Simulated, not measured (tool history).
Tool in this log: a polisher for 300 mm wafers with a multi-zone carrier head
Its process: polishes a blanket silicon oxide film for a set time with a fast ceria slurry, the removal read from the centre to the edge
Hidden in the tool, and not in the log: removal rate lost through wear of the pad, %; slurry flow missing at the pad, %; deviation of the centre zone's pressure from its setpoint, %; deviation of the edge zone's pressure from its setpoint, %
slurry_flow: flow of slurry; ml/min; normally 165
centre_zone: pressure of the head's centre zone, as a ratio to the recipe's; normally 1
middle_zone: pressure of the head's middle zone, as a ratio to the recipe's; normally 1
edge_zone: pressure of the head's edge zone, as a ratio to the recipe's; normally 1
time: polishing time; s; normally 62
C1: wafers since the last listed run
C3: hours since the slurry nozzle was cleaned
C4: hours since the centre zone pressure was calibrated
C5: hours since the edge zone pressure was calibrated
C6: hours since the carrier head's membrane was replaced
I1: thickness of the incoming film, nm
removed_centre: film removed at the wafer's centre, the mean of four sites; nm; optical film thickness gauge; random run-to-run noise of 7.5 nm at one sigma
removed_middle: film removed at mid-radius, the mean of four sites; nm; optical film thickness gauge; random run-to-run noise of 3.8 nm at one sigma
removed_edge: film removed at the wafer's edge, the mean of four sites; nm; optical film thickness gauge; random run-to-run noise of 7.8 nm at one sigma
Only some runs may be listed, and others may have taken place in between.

Run 1, hour 0: usual settings; C1 0; wafers polished on this pad 61; C3 376.7; C4 874.7; C5 641.5; C6 865; I1 2093.9. Result: removed_centre 621.8 nm, removed_middle 619.7 nm, removed_edge 637.7 nm.
Run 2, hour 8.5: usual settings; C1 63; wafers polished on this pad 125; C3 385.2; C4 883.2; C5 650; C6 873.5; I1 2080.9. Result: removed_centre 608.8 nm, removed_middle 615.1 nm, removed_edge 640.2 nm.
Run 3, hour 22.8: usual settings; C1 107; wafers polished on this pad 232; C3 399.5; C4 897.5; C5 664.3; C6 887.8; I1 2099.4. Result: removed_centre 622.3 nm, removed_middle 618.6 nm, removed_edge 625.5 nm.
At hour 44.1: carrier head's membrane replaced by a new one.
Run 4, hour 44.6: usual settings; C1 126; wafers polished on this pad 359; C3 421.3; C4 919.3; C5 686.1; C6 0.5; I1 2100.4. Result: removed_centre 605.5 nm, removed_middle 619 nm, removed_edge 627.7 nm.
Run 5, hour 54.9: usual settings; C1 77; wafers polished on this pad 436; C3 431.6; C4 929.6; C5 696.4; C6 10.8; I1 2092.2. Result: removed_centre 616 nm, removed_middle 615.6 nm, removed_edge 625.2 nm.
Run 6, hour 63.5: usual settings but slurry_flow 185 ml/min; C1 64; wafers polished on this pad 501; C3 440.2; C4 938.2; C5 705; C6 19.4; I1 2076.5. Result: removed_centre 627.6 nm, removed_middle 635.2 nm, removed_edge 626.8 nm.
Run 7, hour 71.1: usual settings but slurry_flow 190 ml/min, centre_zone 0.96, edge_zone 0.89; C1 57; wafers polished on this pad 558; C3 447.8; C4 945.8; C5 712.6; C6 27; I1 2074.2. Result: removed_centre 600.4 nm, removed_middle 632.4 nm, removed_edge 604.9 nm.
Run 8, hour 82.6: usual settings but centre_zone 0.97, middle_zone 0.94, edge_zone 0.96, time 44 s; C1 86; wafers polished on this pad 644; C3 459.3; C4 957.3; C5 724.1; C6 38.5; I1 2064. Result: removed_centre 418.1 nm, removed_middle 419.7 nm, removed_edge 438.2 nm.
Run 9, hour 91.5: usual settings but centre_zone 1.06; C1 66; wafers polished on this pad 711; C3 468.2; C4 966.2; C5 733; C6 47.4; I1 2082.5. Result: removed_centre 661.2 nm, removed_middle 617.6 nm, removed_edge 627.9 nm.
Run 10, hour 98.6: usual settings but slurry_flow 210 ml/min, time 78 s; C1 53; wafers polished on this pad 764; C3 475.3; C4 973.3; C5 740.1; C6 54.5; I1 2077.8. Result: removed_centre 797.4 nm, removed_middle 813.4 nm, removed_edge 804.7 nm.
At hour 111: centre zone pressure recalibrated.
Run 11, hour 115.2: usual settings but slurry_flow 140 ml/min, edge_zone 1.06; C1 109; wafers polished on this pad 874; C3 491.9; C4 4.2; C5 756.7; C6 71.1; I1 2055.7. Result: removed_centre 587.8 nm, removed_middle 605.6 nm, removed_edge 629.1 nm.
At hour 124.4: worn pad replaced by a new one.
Run 12, hour 124.9: usual settings but centre_zone 1.1, middle_zone 0.95, edge_zone 1.1; C1 42; wafers polished on this pad 3; C3 501.6; C4 13.9; C5 766.4; C6 80.8; I1 2088.3. Result: removed_centre 685.7 nm, removed_middle 591.8 nm, removed_edge 653.4 nm.
At hour 140.8: edge zone pressure recalibrated.
Run 13, hour 169: usual settings; C1 316; wafers polished on this pad 319; C3 545.7; C4 58; C5 28.2; C6 124.9; I1 2093.5. Result: removed_centre 609.3 nm, removed_middle 620.8 nm, removed_edge 633.9 nm.
At hour 175.1: slurry nozzle cleaned.
Run 14, hour 183.3: usual settings but slurry_flow 205 ml/min, centre_zone 0.89, edge_zone 1.11; C1 99; wafers polished on this pad 419; C3 8.2; C4 72.3; C5 42.5; C6 139.2; I1 2093.1. Result: removed_centre 563 nm, removed_middle 640.3 nm, removed_edge 649.8 nm.
Run 15, hour 191.4: usual settings but slurry_flow 185 ml/min, time 52 s; C1 60; wafers polished on this pad 480; C3 16.3; C4 80.4; C5 50.6; C6 147.3; I1 2057.4. Result: removed_centre 510.2 nm, removed_middle 527.6 nm, removed_edge 517.9 nm.
Run 16, hour 198.3: usual settings but slurry_flow 210 ml/min, middle_zone 0.88, edge_zone 0.88; C1 51; wafers polished on this pad 532; C3 23.2; C4 87.3; C5 57.5; C6 154.2; I1 2072. Result: removed_centre 635 nm, removed_middle 576.4 nm, removed_edge 617.6 nm.
Run 17, hour 211.3: usual settings; C1 97; wafers polished on this pad 630; C3 36.2; C4 100.3; C5 70.5; C6 167.2; I1 2071. Result: removed_centre 602.9 nm, removed_middle 621 nm, removed_edge 611.4 nm.
Run 18, hour 223: usual settings but centre_zone 0.96, edge_zone 1.11; C1 87; wafers polished on this pad 718; C3 47.9; C4 112; C5 82.2; C6 178.9; I1 2111.3. Result: removed_centre 584.5 nm, removed_middle 614.1 nm, removed_edge 643.6 nm.
Run 19, hour 237.3: usual settings but time 51 s; C1 107; wafers polished on this pad 825; C3 62.2; C4 126.3; C5 96.5; C6 193.2; I1 2047.7. Result: removed_centre 502.1 nm, removed_middle 510 nm, removed_edge 502.5 nm.
At hour 249.9: worn pad replaced by a new one.
Run 20, hour 250.4: usual settings but slurry_flow 135 ml/min, centre_zone 0.93, time 48 s; C1 68; wafers polished on this pad 3; C3 75.3; C4 139.4; C5 109.6; C6 206.3; I1 2075.9. Result: removed_centre 414.1 nm, removed_middle 455.9 nm, removed_edge 461.5 nm.
Run 21, hour 262.2: usual settings but slurry_flow 125 ml/min, centre_zone 1.11, edge_zone 1.05, time 54 s; C1 88; wafers polished on this pad 92; C3 87.1; C4 151.2; C5 121.4; C6 218.1; I1 2064.8. Result: removed_centre 548.3 nm, removed_middle 507 nm, removed_edge 532 nm.
Run 22, hour 273.8: usual settings; C1 87; wafers polished on this pad 179; C3 98.7; C4 162.8; C5 133; C6 229.7; I1 2035.6. Result: removed_centre 616.5 nm, removed_middle 618 nm, removed_edge 616.1 nm.

Take each entry between the runs: how does the hidden state at the last listed run before it differ from the hidden state at the first listed run after it?
After run 3, before run 4: carrier head's membrane replaced by a new one (hour 44.1)
  nothing in the hidden state changes from one run to the other
After run 10, before run 11: centre zone pressure recalibrated (hour 111)
  nothing in the hidden state changes from one run to the other
After run 11, before run 12: worn pad replaced by a new one (hour 124.4)
  nothing in the hidden state changes from one run to the other
After run 12, before run 13: edge zone pressure recalibrated (hour 140.8)
  nothing in the hidden state changes from one run to the other
After run 13, before run 14: slurry nozzle cleaned (hour 175.1)
  nothing in the hidden state changes from one run to the other
After run 19, before run 20: worn pad replaced by a new one (hour 249.9)
  nothing in the hidden state changes from one run to the other
